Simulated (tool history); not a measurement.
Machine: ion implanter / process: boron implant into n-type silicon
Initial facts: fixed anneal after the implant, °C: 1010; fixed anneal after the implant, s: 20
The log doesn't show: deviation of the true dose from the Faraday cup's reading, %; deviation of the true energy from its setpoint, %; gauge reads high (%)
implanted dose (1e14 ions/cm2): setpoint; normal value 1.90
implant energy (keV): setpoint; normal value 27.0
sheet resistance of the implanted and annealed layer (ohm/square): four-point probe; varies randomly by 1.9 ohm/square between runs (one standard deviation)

run,hour,implanted dose (1e14 ions/cm2),implant energy (keV),wafers since the last listed run,hours since the last dose calibration,hours since the extraction supply was calibrated,hours since the gauge calibration,"read-back reference wafer on the same gauge, sheet resistance",sheet resistance of the implanted and annealed layer (ohm/square)
1,0.0,1.90,31.0,0,1197.9,6240.6,490.8,444.11,461.21
2,63.6,1.90,27.0,1403,1261.5,6304.2,554.4,444.09,467.00
3,133.3,1.90,27.0,1537,1331.2,6373.9,624.1,443.92,467.82
4,201.4,1.90,27.0,1502,1399.3,6442.0,692.2,443.89,464.59
5,226.2,2.12,27.0,547,1424.1,6466.8,717.0,444.33,429.14
6,295.9,2.12,27.0,1537,1493.8,6536.5,786.7,443.83,427.64
7,357.0,2.12,27.0,1347,1554.9,6597.6,847.8,443.88,426.58
8,414.2,1.90,27.0,1261,1612.1,6654.8,905.0,444.10,469.15
9,598.2,1.90,27.0,4059,1796.1,6838.8,1089.0,443.39,463.25
# hour 633.1: Faraday cup replaced and dose calibrated
10,661.9,1.90,27.0,1228,28.8,6902.5,1152.7,444.29,466.95
11,732.0,1.90,27.0,1546,98.9,6972.6,1222.8,444.06,471.97
12,800.1,1.90,33.0,1502,167.0,7040.7,1290.9,444.35,459.62
13,843.0,1.73,34.5,946,209.9,7083.6,1333.8,443.78,486.60
# hour 861.6: extraction supply calibrated
# hour 885.5: gauge calibrated
14,889.2,2.15,18.5,842,256.1,27.6,3.7,443.76,444.70
15,943.5,1.58,35.5,1197,310.4,81.9,58.0,444.15,517.42
16,1013.0,1.90,27.0,1533,379.9,151.4,127.5,444.06,468.15
17,1076.0,1.59,33.5,1389,442.9,214.4,190.5,443.88,521.49
18,1123.2,1.64,27.0,1041,490.1,261.6,237.7,444.38,523.10
19,1151.2,2.42,27.0,617,518.1,289.6,265.7,443.89,389.86
20,1211.8,2.28,20.0,1336,578.7,350.2,326.3,444.20,420.12
21,1249.0,2.14,23.5,820,615.9,387.4,363.5,444.15,432.34
22,1302.4,1.90,27.0,1178,669.3,440.8,416.9,444.30,470.11
23,1353.1,1.90,22.5,1118,720.0,491.5,467.6,444.12,480.26

What if the next run were any one of these 5? Each begins from the tool's condition after run 23:
A,1353.5,1.90,27.0,8,720.4,491.9,468.0,?,?
B,1353.5,2.22,30.0,8,720.4,491.9,468.0,?,?
C,1353.5,2.08,20.5,8,720.4,491.9,468.0,?,?
D,1353.5,1.64,18.5,8,720.4,491.9,468.0,?,?
E,1353.5,2.43,31.0,8,720.4,491.9,468.0,?,?

run,"read-back reference wafer on the same gauge, sheet resistance",sheet resistance of the implanted and annealed layer (ohm/square)
A,444.14,468.52
B,444.14,409.57
C,444.14,451.41
D,444.14,554.01
E,444.14,380.24
With the hidden condition removed and each run's random variation left untouched, the same runs would have given:
run,sheet resistance of the implanted and annealed layer (ohm/square)
A,473.08
B,413.55
C,455.96
D,559.57
E,383.95
